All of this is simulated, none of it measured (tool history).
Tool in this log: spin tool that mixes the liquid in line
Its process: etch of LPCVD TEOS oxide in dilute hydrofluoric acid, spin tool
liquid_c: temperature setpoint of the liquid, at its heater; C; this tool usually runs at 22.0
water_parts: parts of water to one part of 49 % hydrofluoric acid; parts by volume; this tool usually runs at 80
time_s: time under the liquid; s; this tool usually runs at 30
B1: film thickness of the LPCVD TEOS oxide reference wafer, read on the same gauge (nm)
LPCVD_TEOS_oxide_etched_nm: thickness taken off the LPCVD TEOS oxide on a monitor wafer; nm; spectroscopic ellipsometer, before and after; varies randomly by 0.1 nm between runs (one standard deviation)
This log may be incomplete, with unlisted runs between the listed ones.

run 1 hour=0.0 | liquid_c=22.0 water_parts=80 time_s=30 | B1=150.02 | LPCVD_TEOS_oxide_etched_nm=13.57
run 2 hour=29.4 | liquid_c=22.0 water_parts=80 time_s=30 | B1=150.00 | LPCVD_TEOS_oxide_etched_nm=13.54
run 3 hour=40.7 | liquid_c=22.0 water_parts=80 time_s=30 | B1=150.01 | LPCVD_TEOS_oxide_etched_nm=13.69
run 4 hour=55.0 | liquid_c=22.0 water_parts=80 time_s=30 | B1=150.00 | LPCVD_TEOS_oxide_etched_nm=13.80
run 5 hour=67.2 | liquid_c=22.0 water_parts=80 time_s=30 | B1=150.00 | LPCVD_TEOS_oxide_etched_nm=13.57
run 6 hour=74.2 | liquid_c=25.0 water_parts=80 time_s=25 | B1=150.01 | LPCVD_TEOS_oxide_etched_nm=13.06
run 7 hour=83.5 | liquid_c=22.0 water_parts=110 time_s=30 | B1=150.00 | LPCVD_TEOS_oxide_etched_nm=9.65
run 8 hour=97.6 | liquid_c=22.0 water_parts=110 time_s=30 | B1=150.00 | LPCVD_TEOS_oxide_etched_nm=9.60
run 9 hour=109.5 | liquid_c=22.0 water_parts=110 time_s=30 | B1=150.01 | LPCVD_TEOS_oxide_etched_nm=9.62
run 10 hour=123.1 | liquid_c=23.5 water_parts=95 time_s=30 | B1=150.00 | LPCVD_TEOS_oxide_etched_nm=12.04
run 11 hour=140.7 | liquid_c=23.5 water_parts=95 time_s=30 | B1=150.00 | LPCVD_TEOS_oxide_etched_nm=12.01
-- hour=151.8 thermometer replaced
run 12 hour=155.4 | liquid_c=18.5 water_parts=55 time_s=40 | B1=150.02 | LPCVD_TEOS_oxide_etched_nm=22.46
run 13 hour=197.9 | liquid_c=24.0 water_parts=80 time_s=30 | B1=149.98 | LPCVD_TEOS_oxide_etched_nm=14.30
run 14 hour=210.5 | liquid_c=22.0 water_parts=80 time_s=30 | B1=150.00 | LPCVD_TEOS_oxide_etched_nm=13.01
run 15 hour=224.0 | liquid_c=20.5 water_parts=80 time_s=35 | B1=150.01 | LPCVD_TEOS_oxide_etched_nm=14.25
-- hour=235.5 thermometer replaced, repeated, since the last time left the tool worse
run 16 hour=240.1 | liquid_c=17.5 water_parts=80 time_s=40 | B1=150.00 | LPCVD_TEOS_oxide_etched_nm=16.47
run 17 hour=249.3 | liquid_c=22.0 water_parts=80 time_s=30 | B1=150.01 | LPCVD_TEOS_oxide_etched_nm=14.92
-- hour=255.5 hydrofluoric acid flow meter replaced
run 18 hour=256.8 | liquid_c=25.5 water_parts=70 time_s=45 | B1=149.99 | LPCVD_TEOS_oxide_etched_nm=29.71
run 19 hour=270.7 | liquid_c=24.0 water_parts=80 time_s=15 | B1=150.00 | LPCVD_TEOS_oxide_etched_nm=8.04
run 20 hour=284.4 | liquid_c=22.0 water_parts=80 time_s=30 | B1=150.00 | LPCVD_TEOS_oxide_etched_nm=14.77
run 21 hour=296.6 | liquid_c=22.0 water_parts=80 time_s=40 | B1=150.00 | LPCVD_TEOS_oxide_etched_nm=19.75
run 22 hour=309.9 | liquid_c=22.0 water_parts=80 time_s=30 | B1=150.00 | LPCVD_TEOS_oxide_etched_nm=14.74
-- hour=316.7 gauge calibrated
run 23 hour=322.5 | liquid_c=22.0 water_parts=80 time_s=30 | B1=150.01 | LPCVD_TEOS_oxide_etched_nm=14.89
run 24 hour=334.3 | liquid_c=25.0 water_parts=80 time_s=30 | B1=150.00 | LPCVD_TEOS_oxide_etched_nm=16.60
run 25 hour=347.8 | liquid_c=23.5 water_parts=100 time_s=45 | B1=150.00 | LPCVD_TEOS_oxide_etched_nm=18.46
run 26 hour=362.1 | liquid_c=22.0 water_parts=80 time_s=30 | B1=150.01 | LPCVD_TEOS_oxide_etched_nm=14.77
run 27 hour=378.7 | liquid_c=22.0 water_parts=80 time_s=40 | B1=149.98 | LPCVD_TEOS_oxide_etched_nm=19.87
run 28 hour=396.6 | liquid_c=22.0 water_parts=80 time_s=30 | B1=150.01 | LPCVD_TEOS_oxide_etched_nm=14.83
run 29 hour=407.2 | liquid_c=25.0 water_parts=50 time_s=30 | B1=149.99 | LPCVD_TEOS_oxide_etched_nm=27.86
run 30 hour=439.7 | liquid_c=25.0 water_parts=80 time_s=25 | B1=149.99 | LPCVD_TEOS_oxide_etched_nm=13.79
run 31 hour=450.3 | liquid_c=22.0 water_parts=55 time_s=50 | B1=150.01 | LPCVD_TEOS_oxide_etched_nm=36.94
run 32 hour=465.3 | liquid_c=20.5 water_parts=50 time_s=45 | B1=149.98 | LPCVD_TEOS_oxide_etched_nm=34.66
run 33 hour=482.7 | liquid_c=24.0 water_parts=80 time_s=35 | B1=149.99 | LPCVD_TEOS_oxide_etched_nm=18.71
run 34 hour=493.2 | liquid_c=24.0 water_parts=80 time_s=30 | B1=149.99 | LPCVD_TEOS_oxide_etched_nm=16.09

Some steps in LPCVD_TEOS_oxide_etched_nm, run to run, broken into two amounts with sign: the step expected even without the hidden condition (settings, incoming material, random variation), and the rest, left for the hidden condition together with whatever gauge scatter is not in both the measured and the hidden-condition-free result:
Hidden conditions of the tool in this case: liquid colder than its thermometer reads (K); hydrofluoric acid flow below the setpoint (%); gauge reads high (%).
Run 11 -> 12: liquid_c 23.5 -> 18.5, water_parts 95 -> 55, time_s 30 -> 40, thermometer replaced. LPCVD_TEOS_oxide_etched_nm +10.45 nm: hidden state -2.25, all else +12.70.
Run 12 -> 13: liquid_c 18.5 -> 24.0, water_parts 55 -> 80, time_s 40 -> 30. LPCVD_TEOS_oxide_etched_nm -8.16 nm: hidden state +1.31, all else -9.47.
Run 15 -> 16: liquid_c 20.5 -> 17.5, time_s 35 -> 40, thermometer replaced, repeated, since the last time left the tool worse. LPCVD_TEOS_oxide_etched_nm +2.22 nm: hidden state +1.98, all else +0.24.
Run 18 -> 19: liquid_c 25.5 -> 24.0, water_parts 70 -> 80, time_s 45 -> 15. LPCVD_TEOS_oxide_etched_nm -21.67 nm: hidden state +0.14, all else -21.81.
Run 30 -> 31: liquid_c 25.0 -> 22.0, water_parts 80 -> 55, time_s 25 -> 50. LPCVD_TEOS_oxide_etched_nm +23.15 nm: hidden state -0.34, all else +23.49.
Run 32 -> 33: liquid_c 20.5 -> 24.0, water_parts 50 -> 80, time_s 45 -> 35. LPCVD_TEOS_oxide_etched_nm -15.95 nm: hidden state +0.24, all else -16.19.

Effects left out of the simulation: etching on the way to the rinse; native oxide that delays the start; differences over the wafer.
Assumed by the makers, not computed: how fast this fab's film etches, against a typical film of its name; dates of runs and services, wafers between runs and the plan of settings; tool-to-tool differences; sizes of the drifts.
